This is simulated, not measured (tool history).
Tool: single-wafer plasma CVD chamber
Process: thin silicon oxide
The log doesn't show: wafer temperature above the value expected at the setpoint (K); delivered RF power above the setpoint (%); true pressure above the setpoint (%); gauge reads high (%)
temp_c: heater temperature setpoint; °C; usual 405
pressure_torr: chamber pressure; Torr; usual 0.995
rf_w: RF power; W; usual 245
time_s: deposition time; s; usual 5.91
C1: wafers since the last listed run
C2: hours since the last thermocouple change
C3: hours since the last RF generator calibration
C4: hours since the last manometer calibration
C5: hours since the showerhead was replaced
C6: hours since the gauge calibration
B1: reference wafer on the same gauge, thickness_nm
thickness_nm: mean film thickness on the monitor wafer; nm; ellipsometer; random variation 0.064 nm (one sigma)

Run 1, hour 0: usual settings but pressure_torr 1.186 Torr; C1 0; C2 2801.4; C3 2540.1; C4 1209.4; C5 6034.4; C6 36.6; B1 11.492. Result: thickness_nm 12.34 nm.
Run 2, hour 14.8: usual settings but temp_c 402 °C; C1 477; C2 2816.2; C3 2554.9; C4 1224.2; C5 6049.2; C6 51.4; B1 11.497. Result: thickness_nm 11.059 nm.
Run 3, hour 32: usual settings but time_s 5.34 s; C1 555; C2 2833.4; C3 2572.1; C4 1241.4; C5 6066.4; C6 68.6; B1 11.505. Result: thickness_nm 10.003 nm.
Run 4, hour 49.6: usual settings; C1 568; C2 2851; C3 2589.7; C4 1259; C5 6084; C6 86.2; B1 11.506. Result: thickness_nm 11.08 nm.
Run 5, hour 63.8: usual settings; C1 458; C2 2865.2; C3 2603.9; C4 1273.2; C5 6098.2; C6 100.4; B1 11.499. Result: thickness_nm 11.184 nm.
Run 6, hour 76: usual settings; C1 393; C2 2877.4; C3 2616.1; C4 1285.4; C5 6110.4; C6 112.6; B1 11.501. Result: thickness_nm 11.147 nm.
At hour 86.7: RF generator calibrated.
Run 7, hour 87.2: usual settings but temp_c 398 °C; C1 103; C2 2888.6; C3 0.5; C4 1296.6; C5 6121.6; C6 123.8; B1 11.485. Result: thickness_nm 11.062 nm.
Run 8, hour 96.1: usual settings but temp_c 398 °C; C1 287; C2 2897.5; C3 9.4; C4 1305.5; C5 6130.5; C6 132.7; B1 11.509. Result: thickness_nm 11.083 nm.
At hour 107.1: thermocouple changed; heater temperature recalibrated.
Run 9, hour 111.1: usual settings; C1 226; C2 4; C3 24.4; C4 1320.5; C5 6145.5; C6 147.7; B1 11.498. Result: thickness_nm 11.055 nm.
Run 10, hour 119.4: usual settings but rf_w 215 W, time_s 5.53 s; C1 267; C2 12.3; C3 32.7; C4 1328.8; C5 6153.8; C6 156; B1 11.497. Result: thickness_nm 9.804 nm.
Run 11, hour 130.3: usual settings but time_s 4.76 s; C1 351; C2 23.2; C3 43.6; C4 1339.7; C5 6164.7; C6 166.9; B1 11.502. Result: thickness_nm 9.024 nm.
At hour 141: gauge calibrated.
At hour 151.1: showerhead replaced.
Run 12, hour 151.6: usual settings but pressure_torr 1.186 Torr; C1 429; C2 44.5; C3 64.9; C4 1361; C5 0.5; C6 10.6; B1 11.488. Result: thickness_nm 12.243 nm.
At hour 160.6: capacitance manometer re-zeroed and calibrated.
Run 13, hour 161.1: usual settings but temp_c 396 °C; C1 48; C2 54; C3 74.4; C4 0.5; C5 10; C6 20.1; B1 11.5. Result: thickness_nm 11.162 nm.
Run 14, hour 168.8: usual settings; C1 248; C2 61.7; C3 82.1; C4 8.2; C5 17.7; C6 27.8; B1 11.497. Result: thickness_nm 11.148 nm.
Run 15, hour 182.2: usual settings but pressure_torr 1.059 Torr, time_s 6.76 s; C1 432; C2 75.1; C3 95.5; C4 21.6; C5 31.1; C6 41.2; B1 11.494. Result: thickness_nm 13.177 nm.
Run 16, hour 198.7: usual settings but pressure_torr 0.852 Torr, rf_w 225 W; C1 532; C2 91.6; C3 112; C4 38.1; C5 47.6; C6 57.7; B1 11.5. Result: thickness_nm 9.528 nm.
Run 17, hour 213.2: usual settings but pressure_torr 1.113 Torr, rf_w 295 W; C1 468; C2 106.1; C3 126.5; C4 52.6; C5 62.1; C6 72.2; B1 11.504. Result: thickness_nm 12.62 nm.
Run 18, hour 223.2: usual settings but temp_c 397 °C, pressure_torr 1.126 Torr, rf_w 265 W, time_s 6.94 s; C1 322; C2 116.1; C3 136.5; C4 62.6; C5 72.1; C6 82.2; B1 11.496. Result: thickness_nm 14.613 nm.
Run 19, hour 237.7: usual settings but temp_c 420 °C; C1 468; C2 130.6; C3 151; C4 77.1; C5 86.6; C6 96.7; B1 11.506. Result: thickness_nm 10.987 nm.

The tool's hidden state at each run:
wafer temperature above the value expected at the setpoint (K): 0 in every run
delivered RF power above the setpoint (%): 0 in every run
true pressure above the setpoint (%): 0 in every run
gauge reads high (%): 0 in every run
